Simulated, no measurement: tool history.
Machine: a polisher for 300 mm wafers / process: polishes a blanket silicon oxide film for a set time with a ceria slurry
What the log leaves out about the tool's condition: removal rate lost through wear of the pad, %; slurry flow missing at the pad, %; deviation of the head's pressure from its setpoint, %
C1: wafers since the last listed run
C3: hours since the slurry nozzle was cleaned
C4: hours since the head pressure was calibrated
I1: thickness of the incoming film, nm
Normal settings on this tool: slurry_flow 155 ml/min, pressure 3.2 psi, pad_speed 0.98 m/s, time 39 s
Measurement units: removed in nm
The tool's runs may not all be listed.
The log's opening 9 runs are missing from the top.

run 10 hour=780.6 | slurry_flow=155 pressure=3.2 pad_speed=0.98 time=39 | C1=899 wafers_polished_on_this_pad=6376 C3=360.5 C4=606.6 | I1=1639.8 | removed=152.6
-- hour=786.4 worn pad replaced by a new one
run 11 hour=836.0 | slurry_flow=155 pressure=3.2 pad_speed=0.98 time=39 | C1=499 wafers_polished_on_this_pad=482 C3=415.9 C4=662.0 | I1=1634.5 | removed=154.6
run 12 hour=937.3 | slurry_flow=155 pressure=3.2 pad_speed=0.98 time=39 | C1=984 wafers_polished_on_this_pad=1467 C3=517.2 C4=763.3 | I1=1649.3 | removed=151.6
run 13 hour=975.4 | slurry_flow=155 pressure=3.2 pad_speed=0.98 time=39 | C1=370 wafers_polished_on_this_pad=1837 C3=555.3 C4=801.4 | I1=1633.6 | removed=150.6
-- hour=1024.4 slurry nozzle cleaned
run 14 hour=1246.5 | slurry_flow=155 pressure=3.2 pad_speed=0.98 time=39 | C1=2625 wafers_polished_on_this_pad=4463 C3=222.1 C4=1072.5 | I1=1639.0 | removed=139.6
run 15 hour=1339.6 | slurry_flow=200 pressure=2.5 pad_speed=0.98 time=39 | C1=905 wafers_polished_on_this_pad=5368 C3=315.2 C4=1165.6 | I1=1676.8 | removed=114.2
-- hour=1385.2 worn pad replaced by a new one
run 16 hour=1438.1 | slurry_flow=200 pressure=2.5 pad_speed=0.98 time=39 | C1=918 wafers_polished_on_this_pad=514 C3=413.7 C4=1264.1 | I1=1650.3 | removed=115.9
run 17 hour=1480.0 | slurry_flow=135 pressure=3.9 pad_speed=0.98 time=39 | C1=407 wafers_polished_on_this_pad=921 C3=455.6 C4=1306.0 | I1=1624.9 | removed=161.0
-- hour=1631.9 head pressure recalibrated
-- hour=1756.5 slurry nozzle cleaned, repeated, since the last time left the tool worse
run 18 hour=1758.2 | slurry_flow=155 pressure=2.5 pad_speed=0.80 time=33 | C1=2675 wafers_polished_on_this_pad=3597 C3=1.7 C4=126.3 | I1=1648.7 | removed=86.5
-- hour=1967.1 worn pad replaced by a new one
run 19 hour=1998.6 | slurry_flow=175 pressure=2.9 pad_speed=0.80 time=52 | C1=2298 wafers_polished_on_this_pad=306 C3=242.1 C4=366.7 | I1=1645.7 | removed=159.9
run 20 hour=2096.1 | slurry_flow=190 pressure=4.0 pad_speed=0.98 time=39 | C1=947 wafers_polished_on_this_pad=1254 C3=339.6 C4=464.2 | I1=1653.0 | removed=199.8
run 21 hour=2194.8 | slurry_flow=135 pressure=3.7 pad_speed=0.98 time=39 | C1=959 wafers_polished_on_this_pad=2213 C3=438.3 C4=562.9 | I1=1654.0 | removed=171.1
run 22 hour=2298.1 | slurry_flow=155 pressure=2.4 pad_speed=1.14 time=39 | C1=1004 wafers_polished_on_this_pad=3218 C3=541.6 C4=666.2 | I1=1674.6 | removed=130.8
run 23 hour=2374.7 | slurry_flow=105 pressure=3.2 pad_speed=0.98 time=30 | C1=744 wafers_polished_on_this_pad=3962 C3=618.2 C4=742.8 | I1=1662.4 | removed=106.0
run 24 hour=2414.2 | slurry_flow=155 pressure=3.5 pad_speed=0.84 time=39 | C1=384 wafers_polished_on_this_pad=4346 C3=657.7 C4=782.3 | I1=1655.4 | removed=144.5
-- hour=2498.3 slurry nozzle cleaned
run 25 hour=2503.7 | slurry_flow=155 pressure=3.2 pad_speed=1.16 time=39 | C1=860 wafers_polished_on_this_pad=5207 C3=5.4 C4=871.8 | I1=1638.7 | removed=184.7
-- hour=2554.2 worn pad replaced by a new one
run 26 hour=2599.1 | slurry_flow=155 pressure=3.2 pad_speed=0.98 time=39 | C1=888 wafers_polished_on_this_pad=436 C3=100.8 C4=967.2 | I1=1633.9 | removed=155.9
run 27 hour=2687.8 | slurry_flow=155 pressure=3.2 pad_speed=0.86 time=39 | C1=862 wafers_polished_on_this_pad=1298 C3=189.5 C4=1055.9 | I1=1639.9 | removed=139.0
run 28 hour=2731.9 | slurry_flow=125 pressure=3.2 pad_speed=1.16 time=32 | C1=428 wafers_polished_on_this_pad=1727 C3=233.6 C4=1100.0 | I1=1645.1 | removed=139.5
run 29 hour=2823.1 | slurry_flow=155 pressure=3.2 pad_speed=0.98 time=32 | C1=886 wafers_polished_on_this_pad=2613 C3=324.8 C4=1191.2 | I1=1657.5 | removed=127.9
run 30 hour=2899.0 | slurry_flow=155 pressure=3.5 pad_speed=0.84 time=39 | C1=737 wafers_polished_on_this_pad=3351 C3=400.7 C4=1267.1 | I1=1645.2 | removed=147.3
run 31 hour=2976.7 | slurry_flow=200 pressure=3.2 pad_speed=1.24 time=34 | C1=755 wafers_polished_on_this_pad=4107 C3=478.4 C4=1344.8 | I1=1664.2 | removed=173.4
run 32 hour=3031.1 | slurry_flow=105 pressure=3.2 pad_speed=0.98 time=39 | C1=528 wafers_polished_on_this_pad=4635 C3=532.8 C4=1399.2 | I1=1658.4 | removed=139.4
run 33 hour=3069.8 | slurry_flow=155 pressure=3.2 pad_speed=0.98 time=39 | C1=376 wafers_polished_on_this_pad=5012 C3=571.5 C4=1437.9 | I1=1637.8 | removed=151.1

Branching from run 33: 4 alternative next runs. What would each branch give?
run A hour=3070.2 | slurry_flow=155 pressure=2.4 pad_speed=0.98 time=39 | C1=3 wafers_polished_on_this_pad=5016 C3=571.9 C4=1438.3 | I1=1629.9 | removed=?
run B hour=3070.2 | slurry_flow=125 pressure=3.2 pad_speed=0.80 time=39 | C1=3 wafers_polished_on_this_pad=5016 C3=571.9 C4=1438.3 | I1=1629.9 | removed=?
run C hour=3070.2 | slurry_flow=180 pressure=2.7 pad_speed=1.28 time=51 | C1=3 wafers_polished_on_this_pad=5016 C3=571.9 C4=1438.3 | I1=1629.9 | removed=?
run D hour=3070.2 | slurry_flow=140 pressure=4.0 pad_speed=1.24 time=51 | C1=3 wafers_polished_on_this_pad=5016 C3=571.9 C4=1438.3 | I1=1629.9 | removed=?

run=A removed=114.8
run=B removed=122.2
run=C removed=220.8
run=D removed=302.6
Had the tool no hidden state, the same runs would have come out as:
run=A removed=118.4
run=B removed=126.9
run=C removed=226.8
run=D removed=313.0
